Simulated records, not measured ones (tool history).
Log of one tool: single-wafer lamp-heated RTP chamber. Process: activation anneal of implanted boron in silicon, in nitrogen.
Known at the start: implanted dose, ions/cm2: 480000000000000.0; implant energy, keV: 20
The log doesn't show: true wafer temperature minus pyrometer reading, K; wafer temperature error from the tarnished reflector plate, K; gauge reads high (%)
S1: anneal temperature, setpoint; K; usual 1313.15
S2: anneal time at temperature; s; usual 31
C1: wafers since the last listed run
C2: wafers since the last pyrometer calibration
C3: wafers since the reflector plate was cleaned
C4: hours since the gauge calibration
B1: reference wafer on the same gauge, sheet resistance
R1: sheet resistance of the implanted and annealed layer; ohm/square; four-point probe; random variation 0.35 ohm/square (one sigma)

run    hour       S1  S2    C1    C2     C3     C4      B1      R1
  1       0  1328.15  31     0  5337   1736  231.6  241.33  234.04
       56.3  -- pyrometer window cleaned and pyrometer calibrated
  2    68.2  1328.15  31   957   189   2693  299.8  241.65  234.77
  3   163.8  1313.15  31  1520  1710   4214  395.4  241.97  236.13
  4   257.5  1313.15  31  1490  3200   5704  489.1  242.06  236.38
  5   303.6  1313.15  31   733  3933   6438  535.2  242.12  236.08
  6   375.2  1313.15  31  1138  5072   7576  606.8  242.28  236.32
  7     447  1313.15  31  1142  6214   8719  678.6  242.33  236.71
      474.3  -- pyrometer window cleaned and pyrometer calibrated
  8   532.3  1300.15  14  1229   922   9948  763.9  242.38  240.17
      570.1  -- gauge calibrated
  9   637.7  1313.15  31  1676  2599  11625   67.6  239.32  234.06
      690.9  -- reflector plate cleaned
 10   691.4  1335.15  38   726  3326      8  121.3  239.71  231.43
 11   748.2  1313.15  44   903  4229    911  178.1  240.02  233.17
 12   809.2  1321.15  47   970  5199   1882  239.1  240.35  232.47
      879.5  -- pyrometer window cleaned and pyrometer calibrated
 13   910.2  1313.15  40  1479   488   3361  340.1  240.81  233.93
 14  1002.7  1313.15  31  1471  1959   4832  432.6     241  235.47

What the log doesn't show, run by run:
true wafer temperature minus pyrometer reading, K: 0 in every run
wafer temperature error from the tarnished reflector plate, K: 0 in every run
H1: gauge reads high (%)
run     H1
  1  0.998
  2   1.11
  3   1.23
  4    1.3
  5   1.33
  6   1.36
  7   1.39
  8   1.41
  9  0.103
 10   0.29
 11  0.447
 12  0.578
 13  0.733
 14  0.827
